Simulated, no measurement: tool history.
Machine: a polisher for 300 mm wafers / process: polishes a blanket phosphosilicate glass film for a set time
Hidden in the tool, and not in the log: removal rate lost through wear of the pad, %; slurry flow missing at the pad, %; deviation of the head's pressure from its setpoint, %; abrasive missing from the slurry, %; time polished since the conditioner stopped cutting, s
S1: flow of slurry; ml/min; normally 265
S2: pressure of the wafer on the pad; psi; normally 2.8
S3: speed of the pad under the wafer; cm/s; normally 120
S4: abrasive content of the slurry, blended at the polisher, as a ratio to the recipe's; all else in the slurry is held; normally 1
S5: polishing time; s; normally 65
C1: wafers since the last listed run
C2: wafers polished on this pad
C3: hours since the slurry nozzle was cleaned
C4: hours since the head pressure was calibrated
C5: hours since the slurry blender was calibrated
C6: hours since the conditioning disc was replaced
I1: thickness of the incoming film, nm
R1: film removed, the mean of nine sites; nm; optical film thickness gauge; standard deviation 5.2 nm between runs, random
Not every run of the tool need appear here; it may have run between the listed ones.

| run | day | S1 | S2 | S3 | S4 | S5 | C1 | C2 | C3 | C4 | C5 | C6 | I1 | R1 |
|---|---|---|---|---|---|---|---|---|---|---|---|---|---|---|
| 1 | 0 | 265 | 2.8 | 120 | 1 | 65 | 0 | 2598 | 447 | 192.7 | 133.9 | 13.2 | 4028.1 | 607 |
|  | 0.179 | worn pad replaced by a new one |
| 2 | 1.775 | 265 | 2.8 | 120 | 1 | 65 | 298 | 295 | 489.6 | 235.3 | 176.5 | 55.8 | 4042.6 | 597.8 |
| 3 | 3.379 | 265 | 2.8 | 120 | 1 | 65 | 297 | 593 | 528.1 | 273.8 | 215 | 94.3 | 4022.4 | 606.3 |
| 4 | 6.875 | 265 | 3.1 | 120 | 1 | 65 | 649 | 1242 | 612 | 357.7 | 298.9 | 178.2 | 3964.7 | 624.8 |
| 5 | 10.608 | 265 | 3.1 | 120 | 1 | 65 | 693 | 1936 | 701.6 | 447.3 | 388.5 | 267.8 | 3946.6 | 623.1 |
|  | 11.258 | worn pad replaced by a new one |
|  | 11.458 | slurry blender recalibrated |
| 6 | 12.708 | 265 | 3.1 | 120 | 1 | 65 | 343 | 253 | 752 | 497.7 | 30 | 318.2 | 4018 | 630.7 |
|  | 15.229 | slurry nozzle cleaned |
|  | 15.279 | head pressure recalibrated |
| 7 | 15.783 | 265 | 2.8 | 120 | 1 | 65 | 553 | 806 | 13.3 | 12.1 | 103.8 | 392 | 3993.8 | 587.2 |
| 8 | 18.621 | 265 | 2.8 | 120 | 1 | 65 | 526 | 1333 | 81.4 | 80.2 | 171.9 | 460.1 | 4078.9 | 592.9 |
|  | 21.425 | conditioning disc replaced and pad reconditioned |
| 9 | 22.658 | 265 | 3.6 | 90 | 1 | 65 | 734 | 2067 | 178.3 | 177.1 | 268.8 | 29.6 | 3993.7 | 568.7 |
|  | 23.679 | worn pad replaced by a new one |
| 10 | 27.121 | 265 | 3.6 | 90 | 1 | 65 | 797 | 639 | 285.4 | 284.2 | 375.9 | 136.7 | 4053.9 | 558.4 |
|  | 28.388 | slurry blender recalibrated |
| 11 | 31.3 | 265 | 3.6 | 90 | 1 | 65 | 760 | 1399 | 385.7 | 384.5 | 69.9 | 237 | 4006.2 | 555.9 |
|  | 34.7 | head pressure recalibrated |
|  | 34.862 | worn pad replaced by a new one |
| 12 | 34.883 | 265 | 2.4 | 120 | 1 | 56 | 619 | 4 | 471.7 | 4.4 | 155.9 | 323 | 3939.9 | 457 |
| 13 | 38.146 | 240 | 3.4 | 120 | 1.15 | 82 | 605 | 609 | 550 | 82.7 | 234.2 | 401.3 | 4016.3 | 874.1 |
|  | 39.471 | conditioning disc replaced and pad reconditioned |
| 14 | 42.125 | 265 | 3.4 | 120 | 1.1 | 88 | 723 | 1333 | 645.5 | 178.2 | 329.7 | 63.7 | 3985.6 | 972.9 |
| 15 | 45.033 | 265 | 2.8 | 120 | 1 | 55 | 539 | 1873 | 715.3 | 248 | 399.5 | 133.5 | 3952.4 | 508.6 |
|  | 45.5 | slurry blender recalibrated |
|  | 46.525 | slurry nozzle cleaned |
| 16 | 46.667 | 235 | 2.8 | 120 | 1 | 65 | 280 | 2153 | 3.4 | 287.2 | 28 | 172.7 | 4020.5 | 580.3 |
|  | 48.883 | worn pad replaced by a new one |
| 17 | 50.842 | 265 | 2.8 | 120 | 1 | 65 | 744 | 363 | 103.6 | 387.4 | 128.2 | 272.9 | 3973.4 | 590.5 |
| 18 | 52.733 | 265 | 2.8 | 120 | 1.3 | 65 | 351 | 715 | 149 | 432.8 | 173.6 | 318.3 | 4050.4 | 662.5 |
| 19 | 56.35 | 195 | 2.8 | 120 | 1 | 65 | 671 | 1386 | 235.8 | 519.6 | 260.4 | 405.1 | 4055.4 | 567.4 |
|  | 58.546 | head pressure recalibrated |
|  | 59.688 | conditioning disc replaced and pad reconditioned |
| 20 | 59.788 | 265 | 2.4 | 120 | 1 | 56 | 607 | 1993 | 318.3 | 29.8 | 342.9 | 2.4 | 3994.1 | 472.6 |
|  | 60.679 | worn pad replaced by a new one |
| 21 | 62.208 | 265 | 3.2 | 120 | 1 | 86 | 418 | 284 | 376.4 | 87.9 | 401 | 60.5 | 3959.6 | 878.5 |
| 22 | 63.879 | 345 | 3.4 | 120 | 0.9 | 54 | 310 | 594 | 416.5 | 128 | 441.1 | 100.6 | 4023.7 | 545 |

What if the next run were any one of these 3? Each begins from the tool's condition after run 22:
| A | 63.896 | 360 | 2.8 | 120 | 1 | 65 | 3 | 597 | 416.9 | 128.4 | 441.5 | 101 | 4040.2 | ? |
| B | 63.896 | 265 | 2.3 | 120 | 1 | 65 | 3 | 597 | 416.9 | 128.4 | 441.5 | 101 | 4040.2 | ? |
| C | 63.896 | 265 | 2.8 | 120 | 1 | 46 | 3 | 597 | 416.9 | 128.4 | 441.5 | 101 | 4040.2 | ? |

| run | R1 |
|---|---|
| A | 604.4 |
| B | 517.7 |
| C | 415.5 |
Had the tool no hidden state, the same runs would have come out as:
| run | R1 |
|---|---|
| A | 621.7 |
| B | 530.8 |
| C | 427.4 |

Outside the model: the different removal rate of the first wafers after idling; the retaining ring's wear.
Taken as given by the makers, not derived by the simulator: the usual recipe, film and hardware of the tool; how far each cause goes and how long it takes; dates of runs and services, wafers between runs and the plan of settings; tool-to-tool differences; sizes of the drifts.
